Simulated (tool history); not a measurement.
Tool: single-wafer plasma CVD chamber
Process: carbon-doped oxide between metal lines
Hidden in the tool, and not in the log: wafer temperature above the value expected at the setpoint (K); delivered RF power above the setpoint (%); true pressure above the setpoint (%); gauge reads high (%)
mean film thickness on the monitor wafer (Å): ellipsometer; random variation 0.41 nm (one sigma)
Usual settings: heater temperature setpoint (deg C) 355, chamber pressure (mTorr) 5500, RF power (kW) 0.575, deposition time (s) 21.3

run   hour  heater temperature setpoint (deg C)  chamber pressure (mTorr)  RF power (kW)  deposition time (s)  wafers since the last listed run  hours since the last thermocouple change  hours since the last RF generator calibration  hours since the last manometer calibration  hours since the showerhead was replaced  hours since the gauge calibration  read-back reference wafer on the same gauge, thickness_nm  mean film thickness on the monitor wafer (Å)
  1      0                                  355                      5500          0.575                 21.3                                 0                                    2903.4                                          871.4                                         7.3                                     74.6                               27.2                                                    110.951                                       1168.73
  2      7                                  355                      5500          0.575                 21.3                               100                                    2910.4                                          878.4                                        14.3                                     81.6                               34.2                                                    110.994                                       1168.72
  3   20.1                                  355                      5500          0.575                 23.7                               187                                    2923.5                                          891.5                                        27.4                                     94.7                               47.3                                                    111.161                                       1298.25
  4   32.4                                  355                      5500          0.575                 21.3                               176                                    2935.8                                          903.8                                        39.7                                      107                               59.6                                                     111.08                                       1170.54
  5   46.6                                  355                      5500          0.575                 21.3                               203                                      2950                                            918                                        53.9                                    121.2                               73.8                                                    110.936                                       1158.51
  6   57.2                                  355                      5500          0.575                 21.3                               151                                    2960.6                                          928.6                                        64.5                                    131.8                               84.4                                                    111.093                                       1170.52
  7   71.7                                  348                      5500          0.575                 21.3                               207                                    2975.1                                          943.1                                          79                                    146.3                               98.9                                                    111.103                                       1187.96
  8   88.1                                  355                      5500          0.485                 24.2                               235                                    2991.5                                          959.5                                        95.4                                    162.7                              115.3                                                        111                                       1248.34
  9  105.1                                  343                      5500           0.51                 21.3                               243                                    3008.5                                          976.5                                       112.4                                    179.7                              132.3                                                    110.997                                       1153.29
     121.8  -- thermocouple changed; heater temperature recalibrated
 10  122.3                                  368                      5500            0.5                 21.3                               131                                       0.5                                          993.7                                       129.6                                    196.9                              149.5                                                    111.077                                       1077.44
 11  128.9                                  355                      6270           0.64                 24.1                                94                                       7.1                                         1000.3                                       136.2                                    203.5                              156.1                                                    110.884                                       1375.54
 12  141.4                                  348                      6150           0.47                 25.5                               179                                      19.6                                         1012.8                                       148.7                                      216                              168.6                                                    110.976                                       1332.74
 13  150.8                                  355                      5500          0.575                 21.3                               134                                        29                                         1022.2                                       158.1                                    225.4                                178                                                    110.996                                       1165.78
 14  163.9                                  346                      4380          0.605                 21.3                               187                                      42.1                                         1035.3                                       171.2                                    238.5                              191.1                                                    111.025                                       1183.01
 15  172.2                                  341                      5500          0.645                 21.3                               119                                      50.4                                         1043.6                                       179.5                                    246.8                              199.4                                                    111.031                                       1257.67
 16  188.7                                  355                      5500          0.575                 23.8                               236                                      66.9                                         1060.1                                         196                                    263.3                              215.9                                                    110.914                                       1296.94
 17  198.4                                  355                      6020          0.635                 21.3                               139                                      76.6                                         1069.8                                       205.7                                      273                              225.6                                                    110.861                                        1215.8
     207.6  -- RF generator calibrated
 18  208.1                                  355                      5500          0.575                 21.3                                24                                      86.3                                            0.5                                       215.4                                    282.7                              235.3                                                     110.88                                       1207.19
 19  222.1                                  355                      5500          0.575                 21.3                               200                                     100.3                                           14.5                                       229.4                                    296.7                              249.3                                                    111.079                                       1212.97
 20  229.7                                  369                      5500          0.575                 21.3                               108                                     107.9                                           22.1                                         237                                    304.3                              256.9                                                    110.978                                       1171.11
 21  242.6                                  346                      5500          0.575                 21.3                               184                                     120.8                                             35                                       249.9                                    317.2                              269.8                                                    111.097                                       1235.71
 22  258.6                                  361                      5500          0.685                 21.3                               229                                     136.8                                             51                                       265.9                                    333.2                              285.8                                                    110.937                                       1264.88
 23  276.6                                  367                      5130          0.545                 21.3                               258                                     154.8                                             69                                       283.9                                    351.2                              303.8                                                    111.053                                       1143.86
 24  292.1                                  355                      5500           0.61                 19.5                               222                                     170.3                                           84.5                                       299.4                                    366.7                              319.3                                                    111.134                                       1125.81
 25    299                                  367                      5500           0.49                 21.3                                98                                     177.2                                           91.4                                       306.3                                    373.6                              326.2                                                    111.021                                       1105.76
 26  309.8                                  355                      5500          0.575                 21.3                               154                                       188                                          102.2                                       317.1                                    384.4                                337                                                    111.011                                        1210.3
 27  316.2                                  355                      5500          0.605                 21.3                                91                                     194.4                                          108.6                                       323.5                                    390.8                              343.4                                                    110.911                                       1222.91
 28  322.7                                  355                      5500          0.575                 21.3                                93                                     200.9                                          115.1                                         330                                    397.3                              349.9                                                    111.018                                       1201.37
 29  334.3                                  355                      4430          0.575                 21.3                               166                                     212.5                                          126.7                                       341.6                                    408.9                              361.5                                                    110.867                                       1179.91
 30  345.7                                  355                      5500          0.635                 21.3                               163                                     223.9                                          138.1                                         353                                    420.3                              372.9                                                    111.203                                       1247.61

Forecast each of these 3 alternatives for the next run:
  A  346.1                                  355                      5500          0.575                 25.4                                 5                                     224.3                                          138.5                                       353.4                                    420.7                              373.3                                                          ?                                             ?
  B  346.1                                  366                      5500          0.575                 24.2                                 5                                     224.3                                          138.5                                       353.4                                    420.7                              373.3                                                          ?                                             ?
  C  346.1                                  355                      5050          0.575                 21.3                                 5                                     224.3                                          138.5                                       353.4                                    420.7                              373.3                                                          ?                                             ?

run  read-back reference wafer on the same gauge, thickness_nm  mean film thickness on the monitor wafer (Å)
  A                                                    110.972                                       1437.64
  B                                                    110.972                                       1334.08
  C                                                    110.972                                       1198.54
Without the tool's hidden state the same runs would have given:
run  mean film thickness on the monitor wafer (Å)
  A                                       1443.45
  B                                       1339.47
  C                                       1203.39

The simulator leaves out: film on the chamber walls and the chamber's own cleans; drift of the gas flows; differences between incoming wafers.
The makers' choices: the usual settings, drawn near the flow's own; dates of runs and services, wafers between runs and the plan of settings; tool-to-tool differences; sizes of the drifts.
